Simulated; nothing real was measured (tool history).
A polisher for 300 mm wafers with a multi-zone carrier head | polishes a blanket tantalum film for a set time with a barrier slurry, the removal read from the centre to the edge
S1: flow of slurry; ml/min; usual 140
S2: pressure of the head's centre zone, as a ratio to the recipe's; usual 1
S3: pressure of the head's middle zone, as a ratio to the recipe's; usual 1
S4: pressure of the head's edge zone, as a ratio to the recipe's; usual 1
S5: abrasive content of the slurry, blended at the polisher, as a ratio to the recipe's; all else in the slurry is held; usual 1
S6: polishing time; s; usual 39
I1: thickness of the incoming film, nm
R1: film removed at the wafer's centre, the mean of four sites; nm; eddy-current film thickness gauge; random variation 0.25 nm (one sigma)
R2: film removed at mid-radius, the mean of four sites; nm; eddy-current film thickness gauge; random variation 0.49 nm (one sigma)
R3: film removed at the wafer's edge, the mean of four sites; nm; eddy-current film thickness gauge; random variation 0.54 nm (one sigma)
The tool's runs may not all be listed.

run	hour	S1	S2	S3	S4	S5	S6	I1	R1	R2	R3
1	0	140	1	1	1	1	39	259.9	39.6	38.3	38.6
2	36.8	140	1	1	1	0.8	39	260.1	37.7	36.5	36.1
# hour 49.4: worn pad replaced by a new one
3	53.2	140	1	1	1	0.8	39	259.3	38.2	36.1	36.3
4	65.7	175	1	0.9	1.12	1	49	263	53.1	46.1	51.5
5	81.3	140	1	1	1	1.3	39	256.2	42.2	40.2	40.7
6	93.5	140	1	0.93	1	1.15	39	257.4	41.4	36.5	39.6
# hour 103.9: carrier head's membrane replaced by a new one
# hour 107.1: slurry nozzle cleaned
7	110.6	100	1.09	1	1	1	39	263.8	39.6	34.2	35.8
8	117.8	140	1	1	1.06	1	39	260.9	40.8	37.2	39.1
# hour 129.6: edge zone pressure recalibrated
9	133.5	185	1	1	1	1	39	260.9	43	39.9	40.7
10	142	125	1	1	1	1	47	263.1	47.5	44.6	44.4
11	151.4	140	1	1	1	1.3	50	257.2	55.5	51	50.8
# hour 166.5: worn pad replaced by a new one
12	167.1	140	1	1	1	1	39	257.2	41.5	37.8	38.1
13	181.4	140	1.08	0.93	1	0.9	28	260.5	31.2	24.7	26.2
14	192.1	140	1	1	1	1	28	259.4	29.6	27.1	27.3
15	198.6	140	1	0.9	1	1	39	261.6	41.2	34.7	37.6
16	211.3	140	0.92	1	1	0.85	39	257.7	36.5	37	35.7
17	224.2	165	1	1	1.09	1	39	260.8	43.3	39.3	40.8
18	234.6	140	1	0.93	1	1	39	264.6	41	35.3	37.9
19	245.3	140	1	1	1	1	39	259.9	41.3	37.4	38.6
20	256.2	140	0.93	1.06	1	1	39	261.1	38.8	40.7	37.7
# hour 271.5: worn pad replaced by a new one
21	272	140	1	1	1	1	39	256.8	41.5	37.7	37.6
22	279.8	140	1	1.1	1	1.1	39	261.4	42.1	42.7	38.3
23	295.5	140	1.05	1.04	1	0.7	39	255.8	40.4	35.6	35.3

What the log doesn't show, run by run:
removal rate lost through wear of the pad, %: 0 in every run
slurry flow missing at the pad, %: 0 in every run
deviation of the edge zone's pressure from its setpoint, %: 0 in every run
H1: deviation of the centre zone's pressure from its setpoint, %
run	H1
1	2.76
2	3.83
3	4.26
4	4.57
5	4.93
6	5.2
7	5.56
8	5.7
9	6
10	6.16
11	6.32
12	6.58
13	6.81
14	6.97
15	7.06
16	7.24
17	7.41
18	7.54
19	7.67
20	7.8
21	7.97
22	8.06
23	8.21
